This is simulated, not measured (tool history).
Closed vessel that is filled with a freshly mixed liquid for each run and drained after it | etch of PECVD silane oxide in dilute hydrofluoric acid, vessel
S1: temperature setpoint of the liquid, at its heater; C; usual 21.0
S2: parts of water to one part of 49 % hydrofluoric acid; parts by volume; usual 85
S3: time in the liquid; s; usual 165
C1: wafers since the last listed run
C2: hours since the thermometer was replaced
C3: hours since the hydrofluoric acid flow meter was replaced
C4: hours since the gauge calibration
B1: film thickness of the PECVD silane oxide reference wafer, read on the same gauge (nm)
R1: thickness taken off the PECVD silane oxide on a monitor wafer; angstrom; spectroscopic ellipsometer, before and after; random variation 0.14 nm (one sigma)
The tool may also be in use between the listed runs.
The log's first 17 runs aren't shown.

run,day,S1,S2,S3,C1,C2,C3,C4,B1,R1
# day 6.892: gauge calibrated
18,7.188,21.0,85,165,664,2711.7,2166.9,7.1,129.97,303.3
19,7.892,25.5,65,165,1439,2728.6,2183.8,24.0,130.00,484.8
20,8.225,18.0,120,250,681,2736.6,2191.8,32.0,130.00,275.9
21,8.954,21.0,85,75,1490,2754.1,2209.3,49.5,129.99,136.9
22,9.275,26.0,85,165,655,2761.8,2217.0,57.2,130.00,367.9
23,9.529,23.5,85,165,519,2767.9,2223.1,63.3,129.97,334.3
# day 9.633: thermometer replaced
24,10.062,25.0,105,105,1004,10.3,2235.9,76.1,129.99,159.1
25,10.450,22.5,85,165,792,19.6,2245.2,85.4,130.02,290.5
# day 10.958: hydrofluoric acid flow meter replaced
26,10.992,23.5,110,115,1022,32.6,0.8,98.4,129.99,158.8
27,11.729,17.0,85,165,1507,50.3,18.5,116.1,129.99,231.8
28,12.425,21.0,85,165,1422,67.0,35.2,132.8,130.02,275.2
29,12.883,23.0,75,120,936,78.0,46.2,143.8,129.99,247.1
30,13.262,21.0,100,230,775,87.1,55.3,152.9,129.98,316.3
31,13.879,21.0,85,165,1260,101.9,70.1,167.7,130.02,271.8
32,14.829,24.0,100,245,1941,124.7,92.9,190.5,130.00,383.5
33,15.521,24.0,105,165,1413,141.3,109.5,207.1,129.99,243.0

4 ways to go on from here, each from the tool as it stands after run 33. What would each give?
A,15.550,21.0,85,95,59,142.0,110.2,207.8,?,?
B,15.550,21.0,55,105,59,142.0,110.2,207.8,?,?
C,15.550,21.0,115,165,59,142.0,110.2,207.8,?,?
D,15.550,24.0,100,95,59,142.0,110.2,207.8,?,?

run,B1,R1
A,129.98,157.2
B,129.98,278.4
C,129.98,194.9
D,129.98,148.1
Without the tool's hidden state the same runs would have given:
run,R1
A,155.0
B,274.5
C,192.3
D,146.1
